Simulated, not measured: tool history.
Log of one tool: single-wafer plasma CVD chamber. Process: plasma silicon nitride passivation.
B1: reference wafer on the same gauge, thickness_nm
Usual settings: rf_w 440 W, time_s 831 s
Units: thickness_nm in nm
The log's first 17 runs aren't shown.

Run 18, hour 421.9: usual settings; B1 1117.688. Result: thickness_nm 1108.592 nm.
Run 19, hour 450.1: usual settings; B1 1117.271. Result: thickness_nm 1124.307 nm.
Run 20, hour 466.2: usual settings; B1 1118.497. Result: thickness_nm 1118.653 nm.
Run 21, hour 480.3: usual settings but rf_w 410 W, time_s 884 s; B1 1117.383. Result: thickness_nm 1171.888 nm.
Run 22, hour 509.9: usual settings but rf_w 355 W, time_s 692 s; B1 1117.161. Result: thickness_nm 900.119 nm.
Run 23, hour 541.7: usual settings; B1 1119.116. Result: thickness_nm 1111.351 nm.
Run 24, hour 556.1: usual settings but rf_w 485 W, time_s 723 s; B1 1119.281. Result: thickness_nm 985.015 nm.
Run 25, hour 574.1: usual settings but rf_w 390 W, time_s 712 s; B1 1119.314. Result: thickness_nm 934.884 nm.
Run 26, hour 590.2: usual settings; B1 1118.940. Result: thickness_nm 1116.196 nm.
Run 27, hour 624.6: usual settings but rf_w 490 W, time_s 763 s; B1 1117.990. Result: thickness_nm 1040.249 nm.
Run 28, hour 655.1: usual settings but rf_w 485 W, time_s 723 s; B1 1119.716. Result: thickness_nm 988.150 nm.
Run 29, hour 678.6: usual settings but rf_w 495 W, time_s 990 s; B1 1119.615. Result: thickness_nm 1357.649 nm.
At hour 691.8: gauge calibrated.
Run 30, hour 694.3: usual settings but rf_w 465 W, time_s 756 s; B1 1093.684. Result: thickness_nm 1000.657 nm.
Run 31, hour 716.0: usual settings; B1 1095.709. Result: thickness_nm 1091.405 nm.
Run 32, hour 733.8: usual settings but rf_w 390 W, time_s 761 s; B1 1095.577. Result: thickness_nm 979.025 nm.
Run 33, hour 750.4: usual settings but time_s 666 s; B1 1096.512. Result: thickness_nm 881.970 nm.

Run 34 comes next. What will it give?
Run 34, hour 768.6: usual settings but rf_w 400 W, time_s 899 s; B1 ?. Result: thickness_nm ?.

B1: 1097.289
thickness_nm: 1169.566 nm
Without the tool's hidden state the same run would have given thickness_nm 1161.515 nm.
